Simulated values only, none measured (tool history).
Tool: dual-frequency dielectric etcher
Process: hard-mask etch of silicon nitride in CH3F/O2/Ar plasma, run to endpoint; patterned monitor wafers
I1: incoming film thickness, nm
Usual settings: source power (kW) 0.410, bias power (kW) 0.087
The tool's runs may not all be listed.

{"run": 1, "day": 0.0, "source power (kW)": 0.41, "bias power (kW)": 0.087, "I1": 47.94, "endpoint time (s)": 61.7}
{"day": 1.862, "done": "wet clean of the chamber"}
{"run": 2, "day": 1.883, "source power (kW)": 0.36, "bias power (kW)": 0.087, "I1": 48.22, "endpoint time (s)": 64.3}
{"run": 3, "day": 4.838, "source power (kW)": 0.41, "bias power (kW)": 0.072, "I1": 48.63, "endpoint time (s)": 69.9}
{"run": 4, "day": 9.096, "source power (kW)": 0.41, "bias power (kW)": 0.087, "I1": 48.13, "endpoint time (s)": 61.4}
{"run": 5, "day": 13.542, "source power (kW)": 0.41, "bias power (kW)": 0.087, "I1": 47.98, "endpoint time (s)": 61.3}
{"run": 6, "day": 15.317, "source power (kW)": 0.41, "bias power (kW)": 0.087, "I1": 48.28, "endpoint time (s)": 61.9}
{"run": 7, "day": 19.421, "source power (kW)": 0.41, "bias power (kW)": 0.087, "I1": 48.28, "endpoint time (s)": 61.3}
{"run": 8, "day": 22.688, "source power (kW)": 0.41, "bias power (kW)": 0.095, "I1": 48.56, "endpoint time (s)": 60.2}
{"run": 9, "day": 25.171, "source power (kW)": 0.34, "bias power (kW)": 0.087, "I1": 48.18, "endpoint time (s)": 65.2}
{"day": 26.896, "done": "source power generator calibrated"}
{"run": 10, "day": 28.471, "source power (kW)": 0.34, "bias power (kW)": 0.087, "I1": 47.99, "endpoint time (s)": 64.8}
{"run": 11, "day": 32.825, "source power (kW)": 0.34, "bias power (kW)": 0.087, "I1": 48.76, "endpoint time (s)": 65.7}
{"day": 33.9, "done": "wet clean of the chamber"}
{"run": 12, "day": 35.167, "source power (kW)": 0.41, "bias power (kW)": 0.087, "I1": 48.1, "endpoint time (s)": 62.1}
{"run": 13, "day": 36.888, "source power (kW)": 0.41, "bias power (kW)": 0.087, "I1": 48.53, "endpoint time (s)": 62.5}
{"run": 14, "day": 45.817, "source power (kW)": 0.41, "bias power (kW)": 0.087, "I1": 48.89, "endpoint time (s)": 62.4}
{"run": 15, "day": 49.004, "source power (kW)": 0.41, "bias power (kW)": 0.087, "I1": 47.82, "endpoint time (s)": 61.9}
{"run": 16, "day": 57.175, "source power (kW)": 0.41, "bias power (kW)": 0.087, "I1": 48.4, "endpoint time (s)": 62.4}
{"day": 59.488, "done": "wet clean of the chamber"}
{"day": 61.45, "done": "upper electrode replaced"}
{"run": 17, "day": 61.471, "source power (kW)": 0.41, "bias power (kW)": 0.087, "I1": 48.15, "endpoint time (s)": 61.9}
{"run": 18, "day": 63.858, "source power (kW)": 0.32, "bias power (kW)": 0.087, "I1": 48.71, "endpoint time (s)": 66.9}
{"run": 19, "day": 67.983, "source power (kW)": 0.37, "bias power (kW)": 0.096, "I1": 48.63, "endpoint time (s)": 60.8}
{"day": 70.433, "done": "bias power generator calibrated"}
{"run": 20, "day": 71.375, "source power (kW)": 0.51, "bias power (kW)": 0.1, "I1": 48.31, "endpoint time (s)": 53.6}
{"run": 21, "day": 73.912, "source power (kW)": 0.41, "bias power (kW)": 0.087, "I1": 47.85, "endpoint time (s)": 61.8}
{"run": 22, "day": 77.0, "source power (kW)": 0.41, "bias power (kW)": 0.087, "I1": 48.29, "endpoint time (s)": 61.7}
{"run": 23, "day": 81.308, "source power (kW)": 0.46, "bias power (kW)": 0.071, "I1": 48.56, "endpoint time (s)": 68.6}
{"run": 24, "day": 85.233, "source power (kW)": 0.49, "bias power (kW)": 0.077, "I1": 48.8, "endpoint time (s)": 63.9}
{"day": 90.8, "done": "wet clean of the chamber"}
{"run": 25, "day": 95.633, "source power (kW)": 0.51, "bias power (kW)": 0.108, "I1": 47.94, "endpoint time (s)": 52.2}
{"run": 26, "day": 98.067, "source power (kW)": 0.46, "bias power (kW)": 0.108, "I1": 48.19, "endpoint time (s)": 53.5}
{"run": 27, "day": 100.142, "source power (kW)": 0.49, "bias power (kW)": 0.087, "I1": 47.99, "endpoint time (s)": 59.7}
{"run": 28, "day": 102.65, "source power (kW)": 0.35, "bias power (kW)": 0.078, "I1": 48.19, "endpoint time (s)": 68.6}
{"run": 29, "day": 106.483, "source power (kW)": 0.34, "bias power (kW)": 0.073, "I1": 48.22, "endpoint time (s)": 72.0}
{"run": 30, "day": 107.996, "source power (kW)": 0.41, "bias power (kW)": 0.087, "I1": 48.45, "endpoint time (s)": 62.2}
{"run": 31, "day": 109.708, "source power (kW)": 0.41, "bias power (kW)": 0.087, "I1": 48.07, "endpoint time (s)": 62.1}
{"run": 32, "day": 111.425, "source power (kW)": 0.33, "bias power (kW)": 0.087, "I1": 48.47, "endpoint time (s)": 66.1}
{"run": 33, "day": 120.971, "source power (kW)": 0.49, "bias power (kW)": 0.097, "I1": 48.06, "endpoint time (s)": 55.2}
{"day": 123.958, "done": "wet clean of the chamber"}
{"run": 34, "day": 123.979, "source power (kW)": 0.49, "bias power (kW)": 0.087, "I1": 48.57, "endpoint time (s)": 58.8}
{"run": 35, "day": 127.383, "source power (kW)": 0.49, "bias power (kW)": 0.074, "I1": 48.13, "endpoint time (s)": 65.1}

What the log doesn't show, run by run:
etch rate over this chamber's usual, %: 0 in every run
source power that arrives over what is set, %: 0 in every run
bias power that arrives over what is set, %: 0 in every run
